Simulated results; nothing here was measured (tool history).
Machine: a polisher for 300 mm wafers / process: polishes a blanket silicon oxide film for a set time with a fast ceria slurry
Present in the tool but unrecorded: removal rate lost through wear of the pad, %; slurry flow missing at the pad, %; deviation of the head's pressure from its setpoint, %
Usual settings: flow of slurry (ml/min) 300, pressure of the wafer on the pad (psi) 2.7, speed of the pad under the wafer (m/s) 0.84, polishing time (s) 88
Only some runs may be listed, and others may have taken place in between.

| run | hour | flow of slurry (ml/min) | pressure of the wafer on the pad (psi) | speed of the pad under the wafer (m/s) | polishing time (s) | wafers since the last listed run | wafers polished on this pad | hours since the slurry nozzle was cleaned | hours since the head pressure was calibrated | incoming thickness of the incoming film, nm | film removed (nm) |
|---|---|---|---|---|---|---|---|---|---|---|---|
| 1 | 0.0 | 300 | 2.7 | 0.84 | 88 | 0 | 3844 | 54.3 | 322.4 | 3974.5 | 1160.8 |
| 2 | 43.8 | 300 | 2.7 | 0.84 | 88 | 622 | 4467 | 98.1 | 366.2 | 3943.1 | 1141.1 |
|  | 97.0 | worn pad replaced by a new one |
| 3 | 135.2 | 300 | 2.7 | 0.84 | 88 | 1241 | 543 | 189.5 | 457.6 | 3896.4 | 1160.7 |
| 4 | 172.7 | 300 | 2.7 | 0.84 | 88 | 532 | 1076 | 227.0 | 495.1 | 3952.0 | 1168.7 |
|  | 193.6 | head pressure recalibrated |
| 5 | 236.2 | 370 | 2.7 | 0.70 | 88 | 873 | 1950 | 290.5 | 42.6 | 3929.5 | 999.3 |
| 6 | 304.1 | 370 | 2.7 | 0.70 | 88 | 964 | 2914 | 358.4 | 110.5 | 4029.0 | 1016.1 |
|  | 325.0 | slurry nozzle cleaned |
| 7 | 380.4 | 300 | 2.1 | 0.84 | 88 | 1069 | 3984 | 55.4 | 186.8 | 3897.2 | 903.7 |
| 8 | 430.9 | 300 | 2.7 | 0.84 | 88 | 717 | 4702 | 105.9 | 237.3 | 4001.8 | 1150.9 |
|  | 461.3 | worn pad replaced by a new one |
| 9 | 508.5 | 300 | 2.7 | 0.84 | 88 | 1045 | 671 | 183.5 | 314.9 | 3906.0 | 1170.9 |
| 10 | 597.3 | 300 | 2.7 | 0.84 | 88 | 1261 | 1932 | 272.3 | 403.7 | 3918.7 | 1162.2 |
| 11 | 641.0 | 300 | 2.7 | 0.84 | 88 | 620 | 2553 | 316.0 | 447.4 | 3939.3 | 1160.2 |
|  | 643.5 | slurry nozzle cleaned |
|  | 678.6 | head pressure recalibrated |
| 12 | 720.0 | 300 | 2.7 | 0.84 | 88 | 1079 | 3633 | 76.5 | 41.4 | 3944.0 | 1150.1 |
| 13 | 778.2 | 300 | 2.7 | 0.84 | 65 | 826 | 4460 | 134.7 | 99.6 | 3957.5 | 849.1 |
|  | 802.1 | worn pad replaced by a new one |
| 14 | 815.0 | 300 | 2.7 | 0.62 | 62 | 466 | 183 | 171.5 | 136.4 | 3950.0 | 633.9 |
| 15 | 902.4 | 365 | 2.7 | 0.84 | 88 | 1241 | 1424 | 258.9 | 223.8 | 3973.6 | 1186.7 |
|  | 966.4 | slurry nozzle cleaned |
| 16 | 980.9 | 235 | 3.0 | 0.94 | 108 | 1101 | 2526 | 14.5 | 302.3 | 3964.6 | 1668.3 |
| 17 | 1057.6 | 300 | 2.0 | 0.62 | 88 | 1089 | 3615 | 91.2 | 379.0 | 3940.2 | 656.5 |
|  | 1119.9 | worn pad replaced by a new one |
| 18 | 1139.8 | 385 | 3.3 | 0.84 | 88 | 1111 | 282 | 173.4 | 461.2 | 3993.6 | 1428.7 |
|  | 1186.7 | head pressure recalibrated |
| 19 | 1199.3 | 370 | 2.7 | 0.70 | 88 | 816 | 1099 | 232.9 | 12.6 | 3984.1 | 1009.9 |

What does the tool deliver on the next run?
| 20 | 1306.3 | 345 | 3.0 | 0.94 | 66 | 1520 | 2619 | 339.9 | 119.6 | 3930.6 | ? |

film removed (nm): 1073.7
If the tool had no hidden condition, the same run with the same run-to-run variation would have returned film removed (nm) 1073.7.
